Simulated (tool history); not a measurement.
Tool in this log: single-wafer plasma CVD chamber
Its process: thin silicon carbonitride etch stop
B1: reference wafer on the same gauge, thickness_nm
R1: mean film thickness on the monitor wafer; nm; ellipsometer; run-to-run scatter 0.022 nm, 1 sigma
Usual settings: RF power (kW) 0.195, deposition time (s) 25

run 1 hour=0 | RF_power_(kW)=0.195 deposition_time_(s)=25 | B1=12.797 | R1=14.54
run 2 hour=17.1 | RF_power_(kW)=0.195 deposition_time_(s)=25 | B1=12.795 | R1=14.53
run 3 hour=34.9 | RF_power_(kW)=0.195 deposition_time_(s)=25 | B1=12.803 | R1=14.489
run 4 hour=46.6 | RF_power_(kW)=0.195 deposition_time_(s)=25 | B1=12.797 | R1=14.542
run 5 hour=62.5 | RF_power_(kW)=0.195 deposition_time_(s)=25 | B1=12.797 | R1=14.558
run 6 hour=79.1 | RF_power_(kW)=0.195 deposition_time_(s)=25 | B1=12.804 | R1=14.517
run 7 hour=85.5 | RF_power_(kW)=0.195 deposition_time_(s)=22 | B1=12.8 | R1=12.798
run 8 hour=102.2 | RF_power_(kW)=0.195 deposition_time_(s)=25 | B1=12.8 | R1=14.5
run 9 hour=119.7 | RF_power_(kW)=0.195 deposition_time_(s)=25 | B1=12.799 | R1=14.515
run 10 hour=136.9 | RF_power_(kW)=0.21 deposition_time_(s)=25 | B1=12.802 | R1=14.836
run 11 hour=143.7 | RF_power_(kW)=0.21 deposition_time_(s)=25 | B1=12.801 | R1=14.827
run 12 hour=153.5 | RF_power_(kW)=0.195 deposition_time_(s)=25 | B1=12.8 | R1=14.52
-- hour=165.5 RF generator calibrated
run 13 hour=166.1 | RF_power_(kW)=0.195 deposition_time_(s)=25 | B1=12.798 | R1=14.822
run 14 hour=175.6 | RF_power_(kW)=0.195 deposition_time_(s)=26.3 | B1=12.797 | R1=15.565
run 15 hour=186.4 | RF_power_(kW)=0.195 deposition_time_(s)=26.3 | B1=12.799 | R1=15.562
run 16 hour=201.6 | RF_power_(kW)=0.17 deposition_time_(s)=27.4 | B1=12.799 | R1=15.638
run 17 hour=219.6 | RF_power_(kW)=0.195 deposition_time_(s)=25 | B1=12.804 | R1=14.797
run 18 hour=232.8 | RF_power_(kW)=0.205 deposition_time_(s)=27.3 | B1=12.805 | R1=16.377
-- hour=251.6 showerhead replaced
run 19 hour=252.1 | RF_power_(kW)=0.165 deposition_time_(s)=23.7 | B1=12.798 | R1=13.418
-- hour=261.7 gauge calibrated
run 20 hour=280.9 | RF_power_(kW)=0.195 deposition_time_(s)=25 | B1=12.8 | R1=14.789
run 21 hour=291.3 | RF_power_(kW)=0.185 deposition_time_(s)=25 | B1=12.799 | R1=14.58
-- hour=313.4 thermocouple changed; heater temperature recalibrated
run 22 hour=340.4 | RF_power_(kW)=0.17 deposition_time_(s)=28.3 | B1=12.803 | R1=16.108
run 23 hour=356.8 | RF_power_(kW)=0.195 deposition_time_(s)=25 | B1=12.798 | R1=14.764
run 24 hour=369.1 | RF_power_(kW)=0.195 deposition_time_(s)=22.5 | B1=12.798 | R1=13.292
run 25 hour=380.8 | RF_power_(kW)=0.21 deposition_time_(s)=21 | B1=12.8 | R1=12.714
run 26 hour=390.7 | RF_power_(kW)=0.195 deposition_time_(s)=25 | B1=12.798 | R1=14.789
run 27 hour=405.6 | RF_power_(kW)=0.22 deposition_time_(s)=28.1 | B1=12.795 | R1=17.183
run 28 hour=413.9 | RF_power_(kW)=0.185 deposition_time_(s)=29.1 | B1=12.798 | R1=17.01
run 29 hour=425.5 | RF_power_(kW)=0.225 deposition_time_(s)=20.3 | B1=12.8 | R1=12.494
run 30 hour=436.5 | RF_power_(kW)=0.16 deposition_time_(s)=23 | B1=12.801 | R1=12.917
run 31 hour=445.9 | RF_power_(kW)=0.195 deposition_time_(s)=21.6 | B1=12.799 | R1=12.79
run 32 hour=459.1 | RF_power_(kW)=0.155 deposition_time_(s)=26.7 | B1=12.801 | R1=14.843
run 33 hour=472.3 | RF_power_(kW)=0.21 deposition_time_(s)=21.9 | B1=12.797 | R1=13.214
run 34 hour=483.7 | RF_power_(kW)=0.225 deposition_time_(s)=27.2 | B1=12.8 | R1=16.68

Each row is a separate what-if for the run after 34, all from the same tool condition, not one after another. Results?
run A hour=484.1 | RF_power_(kW)=0.195 deposition_time_(s)=25 | B1=? | R1=?
run B hour=484.1 | RF_power_(kW)=0.22 deposition_time_(s)=26.4 | B1=? | R1=?
run C hour=484.1 | RF_power_(kW)=0.18 deposition_time_(s)=27.1 | B1=? | R1=?
run D hour=484.1 | RF_power_(kW)=0.165 deposition_time_(s)=27.6 | B1=? | R1=?
run E hour=484.1 | RF_power_(kW)=0.21 deposition_time_(s)=21.1 | B1=? | R1=?

run=A B1=12.803 R1=14.777
run=B B1=12.803 R1=16.123
run=C B1=12.803 R1=15.678
run=D B1=12.803 R1=15.602
run=E B1=12.803 R1=12.724
Without the tool's hidden state the same runs would have given:
run=A R1=14.827
run=B R1=16.178
run=C R1=15.731
run=D R1=15.655
run=E R1=12.767
